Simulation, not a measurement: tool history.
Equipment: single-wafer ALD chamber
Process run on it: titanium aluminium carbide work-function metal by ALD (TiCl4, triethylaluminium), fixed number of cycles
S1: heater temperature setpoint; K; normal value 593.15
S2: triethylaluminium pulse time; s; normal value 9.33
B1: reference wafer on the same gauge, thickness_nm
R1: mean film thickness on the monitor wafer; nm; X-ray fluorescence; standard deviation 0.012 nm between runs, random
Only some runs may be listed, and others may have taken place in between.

run     day      S1     S2     B1     R1
  1       0  604.15  11.62   2.05  2.193
  2   2.592  604.15  11.62  2.047  2.186
  3   4.979  604.15  11.62  2.049  2.189
  4   7.838  603.15  12.26  2.051  2.212
  5  10.233  581.15   6.56  2.051  1.424
     11.542  -- thermocouple changed; heater temperature recalibrated
  6  11.729  581.15   6.56  2.049  1.426
     12.792  -- showerhead replaced
     14.425  -- gauge calibrated
  7  14.612  581.15   6.56  2.045  1.392
  8  15.838  593.15   7.62  2.051   1.66

What will run 9 give?
        17  -- triethylaluminium bottle replaced
  9  18.25  579.15  9.33   ?   ?

For run 9 the tool returned B1 2.05, R1 2.113 nm.
Take away the tool's hidden state, keep the run-to-run variation as it was, and the same run would have given R1 2.125 nm.
